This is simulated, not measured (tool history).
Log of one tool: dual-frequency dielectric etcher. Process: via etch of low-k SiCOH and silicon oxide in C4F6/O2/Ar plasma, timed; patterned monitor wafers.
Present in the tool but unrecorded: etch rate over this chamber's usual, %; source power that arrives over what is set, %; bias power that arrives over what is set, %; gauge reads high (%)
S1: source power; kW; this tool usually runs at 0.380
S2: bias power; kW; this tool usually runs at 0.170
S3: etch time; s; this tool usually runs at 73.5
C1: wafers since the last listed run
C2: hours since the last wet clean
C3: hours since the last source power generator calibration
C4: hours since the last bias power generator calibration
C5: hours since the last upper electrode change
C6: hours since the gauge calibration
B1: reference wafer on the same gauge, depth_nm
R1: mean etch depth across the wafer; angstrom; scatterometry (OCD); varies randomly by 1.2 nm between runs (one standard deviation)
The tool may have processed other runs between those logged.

run    hour     S1     S2    S3    C1     C2      C3      C4      C5      C6     B1    R1
  1     0.0  0.380  0.170  73.5     0   73.0  3203.5   711.4  3918.4  1418.5  198.4  2227
  2    72.7  0.380  0.170  73.5   467  145.7  3276.2   784.1  3991.1  1491.2  197.5  2229
  3   115.6  0.380  0.170  73.5   275  188.6  3319.1   827.0  4034.0  1534.1  198.1  2248
  4   219.9  0.380  0.170  73.5   670  292.9  3423.4   931.3  4138.3  1638.4  198.1  2281
  5   308.1  0.380  0.170  73.5   567  381.1  3511.6  1019.5  4226.5  1726.6  197.9  2314
      342.6  -- wet clean of the chamber
  6   351.7  0.380  0.170  73.5   126    9.1  3555.2  1063.1  4270.1  1770.2  197.7  2208
  7   452.6  0.380  0.170  73.5   649  110.0  3656.1  1164.0  4371.0  1871.1  197.9  2205
  8   510.9  0.380  0.170  73.5   375  168.3  3714.4  1222.3  4429.3  1929.4  197.7  2267
  9   596.4  0.380  0.203  63.5   549  253.8  3799.9  1307.8  4514.8  2014.9  198.3  2046
 10   672.5  0.380  0.203  63.5   489  329.9  3876.0  1383.9  4590.9  2091.0  198.3  2089
 11   729.5  0.380  0.203  63.5   366  386.9  3933.0  1440.9  4647.9  2148.0  197.7  2097
      766.9  -- wet clean of the chamber
 12   823.2  0.430  0.149  73.5   448   56.3  4026.7  1534.6  4741.6  2241.7  198.2  2253
 13   860.7  0.380  0.170  81.5   241   93.8  4064.2  1572.1  4779.1  2279.2  197.8  2469
 14   951.4  0.420  0.200  67.5   583  184.5  4154.9  1662.8  4869.8  2369.9  197.9  2256
     1067.9  -- gauge calibrated
     1101.9  -- bias power generator calibrated
 15  1144.2  0.380  0.170  94.0  1214  377.3  4347.7    42.3  5062.6    76.3  198.0  2961
     1193.0  -- wet clean of the chamber
 16  1193.5  0.290  0.147  73.5   162    0.5  4397.0    91.6  5111.9   125.6  198.2  1832
     1221.8  -- source power generator calibrated
 17  1271.1  0.450  0.170  73.5   473   78.1    49.3   169.2  5189.5   203.2  198.3  2418
     1409.6  -- upper electrode replaced
 18  1506.5  0.380  0.170  73.5  1359  313.5   284.7   404.6    96.9   438.6  197.9  2289
 19  1595.5  0.430  0.170  61.5   572  402.5   373.7   493.6   185.9   527.6  198.0  2056
     1667.0  -- wet clean of the chamber
 20  1667.5  0.380  0.170  73.5   308    0.5   445.7   565.6   257.9   599.6  198.0  2195
 21  1729.5  0.380  0.170  73.5   398   62.5   507.7   627.6   319.9   661.6  198.3  2200
 22  1798.2  0.380  0.170  73.5   441  131.2   576.4   696.3   388.6   730.3  197.9  2230
 23  1866.1  0.380  0.135  63.5   436  199.1   644.3   764.2   456.5   798.2  198.1  1838
 24  1947.0  0.380  0.135  63.5   520  280.0   725.2   845.1   537.4   879.1  198.0  1829
 25  1988.4  0.410  0.170  73.5   266  321.4   766.6   886.5   578.8   920.5  198.2  2366
 26  2064.3  0.410  0.155  84.5   488  397.3   842.5   962.4   654.7   996.4  198.4  2658
     2141.3  -- wet clean of the chamber
 27  2141.8  0.310  0.199  90.5   344    0.5   920.0  1039.9   732.2  1073.9  198.2  2551

Each row is a separate what-if for the run after 27, all from the same tool condition, not one after another. Results?
  A  2142.2  0.380  0.156  73.5   2  0.9  920.4  1040.3  732.6  1074.3   ?   ?
  B  2142.2  0.450  0.209  52.5   2  0.9  920.4  1040.3  732.6  1074.3   ?   ?
  C  2142.2  0.280  0.170  73.5   2  0.9  920.4  1040.3  732.6  1074.3   ?   ?
  D  2142.2  0.380  0.210  73.5   2  0.9  920.4  1040.3  732.6  1074.3   ?   ?
  E  2142.2  0.470  0.158  73.5   2  0.9  920.4  1040.3  732.6  1074.3   ?   ?

run     B1    R1
  A  198.3  2145
  B  198.3  1804
  C  198.3  1882
  D  198.3  2335
  E  198.3  2382
Take away the tool's hidden state, keep each run's random variation, and the runs would have read:
run    R1
  A  2144
  B  1803
  C  1882
  D  2334
  E  2381
